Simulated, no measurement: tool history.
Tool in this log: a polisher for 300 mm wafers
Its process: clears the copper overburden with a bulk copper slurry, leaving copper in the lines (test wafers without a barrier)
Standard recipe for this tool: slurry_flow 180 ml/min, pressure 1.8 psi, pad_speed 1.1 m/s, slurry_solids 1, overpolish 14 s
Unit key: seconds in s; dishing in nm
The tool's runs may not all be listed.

run	hour	slurry_flow	pressure	pad_speed	slurry_solids	overpolish	incoming thickness of the incoming film, nm	seconds	dishing
1	0	180	1.8	1.1	1	14	731.8	153.8	39.6
2	34.6	180	1.8	1.1	1	14	735.5	156.7	40.2
3	75.5	180	1.8	1.1	1	14	725.6	154.1	40.2
# hour 83.9: slurry blender recalibrated
4	143.9	180	1.8	1.1	1.1	10	717	134.9	34.9
5	170.4	180	1.8	1.1	1.1	10	735.7	136.5	33.3
# hour 202.7: worn pad replaced by a new one
6	226.1	180	1.8	1.1	1.1	10	727.9	147.7	34.2
7	251.6	180	1.8	1.1	1	14	735.4	143.9	41.8
8	304.6	180	1.8	1.1	1	14	732.6	145.7	41.5
9	397.8	180	1.8	1.1	1	14	723.3	150.7	39.5
# hour 477.8: worn pad replaced by a new one, of another model than before
# hour 558.8: slurry blender recalibrated
10	611.9	180	1.8	1.1	1	14	739.7	145.8	42.3
11	646.2	180	1.8	1.1	1.15	14	729.9	139.4	42.8
12	681.7	180	1.8	1.1	1	14	725.7	145.2	41.6
# hour 725: worn pad replaced by a new one
13	725.5	155	2.2	1.1	1	14	729.7	137.2	44
# hour 742.3: slurry nozzle cleaned
14	748.8	180	1.8	1.1	1	14	730.8	151	42.1
# hour 880.6: head pressure recalibrated
15	932.4	180	1.6	1.1	1.25	14	725.6	151.8	40.2
16	964.6	180	1.8	1.1	1	14	723.8	156.7	39.6
# hour 972.4: slurry blender recalibrated
# hour 1000.5: worn pad replaced by a new one
17	1006.5	180	2.3	1.1	1	14	724.1	122	47.7
18	1069.5	180	2.3	1.38	0.85	12	719.8	113.6	45
19	1110.8	220	1.8	1.1	1	20	729.1	135	53.7
20	1151.4	140	1.8	1.1	1	14	745.7	155.5	40.5
21	1196.4	180	1.8	0.78	1.1	14	722.4	170.5	37.2
# hour 1234.8: worn pad replaced by a new one
22	1260.8	180	1.4	1.1	1	14	733.9	171.3	37.2
23	1293.6	240	1.8	1.1	1.2	14	714.2	129.7	44.2

Each row is a separate what-if for the run after 23, all from the same tool condition, not one after another. Results?
A	1294.1	180	1.6	1.1	1	14	731.8	?	?
B	1294.1	130	1.8	1.1	1	14	731.8	?	?
C	1294.1	180	1.8	1.1	1	7	731.8	?	?

run	seconds	dishing
A	160.2	39.5
B	159.5	39.8
C	151	24.4
With no hidden state in the tool, these same runs would have given:
run	seconds	dishing
A	143.3	42.5
B	142.7	42.9
C	135.1	26.7
